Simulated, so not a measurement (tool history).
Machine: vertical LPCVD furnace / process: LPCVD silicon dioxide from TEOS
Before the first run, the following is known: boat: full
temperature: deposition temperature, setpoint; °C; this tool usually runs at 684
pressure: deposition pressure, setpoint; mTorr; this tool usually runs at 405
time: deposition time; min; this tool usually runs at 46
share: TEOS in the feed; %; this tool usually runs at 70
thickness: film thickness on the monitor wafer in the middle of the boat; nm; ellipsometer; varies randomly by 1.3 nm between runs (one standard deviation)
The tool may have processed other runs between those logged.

run,hour,temperature,pressure,time,share,"read-back reference wafer on the same gauge, thickness",thickness
1,0,684,405,46,70,254.28,284.28
2,87.8,684,405,46,70,254.36,282.38
3,144.7,684,405,46,70,254.46,281.89
4,181.2,684,405,46,70,254.68,281.97
5,261.5,684,405,46,70,253.97,283.35
6,337.7,684,405,46,70,253.89,281.04
7,439.1,684,405,46,70,253.82,282.48
8,509.2,684,405,46,70,253.44,283.08
9,557.9,684,405,46,70,253.41,279.88
10,665,692,405,46,70,253.12,339.05
11,852,692,405,46,70,252.9,340.49
12,905.4,684,405,46,70,253,280.52
13,985,684,405,63,70,252.98,383.59
# hour 1045.8: thermocouples replaced and temperature profile calibrated
14,1066.8,684,405,46,70,252.24,280.91
15,1108.7,684,360,28.5,62,252.68,154.65
16,1146.9,690,340,35,76,252.58,236.03
# hour 1294.4: TEOS flow controller replaced
# hour 1380.5: gauge calibrated
17,1436.4,684,405,46,63,259.16,273.26
# hour 1526.6: pressure gauge zeroed
18,1541.1,684,405,46,70,258.64,285.94
19,1587.5,679,445,56,64,258.42,310.9
20,1670.8,692,405,46,70,257.72,346.65
21,1729.7,684,405,46,70,257.13,285.5
22,1822.3,684,450,46,70,256.98,301.85
23,1897.1,692,405,46,70,256.54,344.31
24,1950.4,684,315,46,70,256.12,250.35

5 options for the next run, each taken on its own from the tool as it stands now. Forecast them:
A,1955.7,684,405,33,70,?,?
B,1955.7,684,485,41,70,?,?
C,1955.7,689,350,46,70,?,?
D,1955.7,694,455,46,70,?,?
E,1955.7,684,430,46,70,?,?

run,"read-back reference wafer on the same gauge, thickness",thickness
A,256.25,204.2
B,256.25,277.63
C,256.25,298.23
D,256.25,382.77
E,256.25,293.29
What these runs would have given with no unlogged condition in the tool:
run,thickness
A,206.4
B,280.62
C,301.45
D,386.89
E,296.46
